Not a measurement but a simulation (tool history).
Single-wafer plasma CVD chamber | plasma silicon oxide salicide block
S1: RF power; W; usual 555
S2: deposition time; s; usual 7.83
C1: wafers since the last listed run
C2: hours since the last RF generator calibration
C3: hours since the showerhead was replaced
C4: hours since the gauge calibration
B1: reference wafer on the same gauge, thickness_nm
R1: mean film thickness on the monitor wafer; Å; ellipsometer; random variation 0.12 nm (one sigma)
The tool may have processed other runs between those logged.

run,hour,S1,S2,C1,C2,C3,C4,B1,R1
1,0,555,7.83,0,2003.9,7250.9,95,88.613,759.68
2,19.2,555,7.83,578,2023.1,7270.1,114.2,88.605,764.09
3,33.1,555,7.83,418,2037,7284,128.1,88.582,761.54
4,43.6,600,8.85,316,2047.5,7294.5,138.6,88.609,882.02
5,59.8,600,8.85,488,2063.7,7310.7,154.8,88.614,884.01
6,69.2,555,7.83,283,2073.1,7320.1,164.2,88.599,759.83
7,84,555,7.83,446,2087.9,7334.9,179,88.582,760.78
8,101.2,555,7.83,518,2105.1,7352.1,196.2,88.611,760.61
9,109,555,7.83,235,2112.9,7359.9,204,88.588,761.13
10,125.6,555,7.83,500,2129.5,7376.5,220.6,88.585,760.38
11,134.6,555,7.83,271,2138.5,7385.5,229.6,88.586,759.01
12,144.6,555,7.83,301,2148.5,7395.5,239.6,88.595,759.82
13,160.1,555,7.83,467,2164,7411,255.1,88.612,760.31
14,174.3,555,7.83,427,2178.2,7425.2,269.3,88.608,760.06
15,181.2,555,7.83,207,2185.1,7432.1,276.2,88.584,758.66
16,197,555,7.83,476,2200.9,7447.9,292,88.609,759.43
17,210.6,555,7.83,409,2214.5,7461.5,305.6,88.598,759.1
18,219.9,595,7.83,280,2223.8,7470.8,314.9,88.627,777.22
19,227.2,595,7.83,219,2231.1,7478.1,322.2,88.588,778.32
# hour 240: showerhead replaced
20,240.5,475,8.79,159,2244.4,0.5,335.5,88.612,809.55
21,243.5,635,6.97,90,2247.4,3.5,338.5,88.619,707.02
# hour 243.6: gauge calibrated
22,256.9,595,8.31,403,2260.8,16.9,13.3,88.584,822.73
23,264.8,445,9.01,238,2268.7,24.8,21.2,88.574,813.47
24,272.7,555,7.83,238,2276.6,32.7,29.1,88.593,759
25,283.5,555,7.83,325,2287.4,43.5,39.9,88.597,759.35
26,296.9,640,7.18,403,2300.8,56.9,53.3,88.588,727.93
27,308.7,555,7.12,355,2312.6,68.7,65.1,88.594,691.22
# hour 316.9: RF generator calibrated
28,317.5,660,7.39,24,0.6,77.5,73.9,88.584,775.1
29,331.6,480,9.23,424,14.7,91.6,88,88.571,873.5
30,340,555,7.83,253,23.1,100,96.4,88.616,775.38
31,347.5,525,7.83,226,30.6,107.5,103.9,88.605,762.29
32,355.2,555,7.83,232,38.3,115.2,111.6,88.626,774.46
33,373.2,555,7.83,542,56.3,133.2,129.6,88.605,773.21
34,380,590,7.83,204,63.1,140,136.4,88.613,788.74
35,395.8,665,9.02,476,78.9,155.8,152.2,88.622,945.77
36,405.9,555,6.91,304,89,165.9,162.3,88.583,684.63
37,414.2,555,8.46,250,97.3,174.2,170.6,88.588,836.41
38,421.1,645,7.38,207,104.2,181.1,177.5,88.595,766.44
39,435.4,470,7.83,430,118.5,195.4,191.8,88.586,733.67
40,446.2,555,7.83,325,129.3,206.2,202.6,88.593,774.8
41,455.8,605,8.85,289,138.9,215.8,212.2,88.61,898.55
42,504.9,555,7.83,1479,188,264.9,261.3,88.599,774.13
43,511.7,470,7.83,204,194.8,271.7,268.1,88.604,733.27

A few steps of R1 between consecutive runs. Split each: what settings, incoming material and random variation would produce without the hidden state, and what is left over for the hidden state, along with gauge scatter present in only one of the two compared results (measured, and without hidden state):
Hidden state at play: delivered RF power above the setpoint (%); gauge reads high (%).
Run 3 -> 4: S1 555 -> 600, S2 7.83 -> 8.85. R1 +120.48 Å: hidden state -3.14, all else +123.62.
Run 21 -> 22: S1 635 -> 595, S2 6.97 -> 8.31, gauge calibrated. R1 +115.71 Å: hidden state -3.33, all else +119.04.
Run 27 -> 28: S1 555 -> 660, S2 7.12 -> 7.39, RF generator calibrated. R1 +83.88 Å: hidden state +14.41, all else +69.47.
Run 34 -> 35: S1 590 -> 665, S2 7.83 -> 9.02. R1 +157.03 Å: hidden state -1.32, all else +158.35.
Run 35 -> 36: S1 665 -> 555, S2 9.02 -> 6.91. R1 -261.14 Å: hidden state +1.9, all else -263.04.
Run 36 -> 37: S2 6.91 -> 8.46. R1 +151.78 Å: hidden state -1.24, all else +153.02.
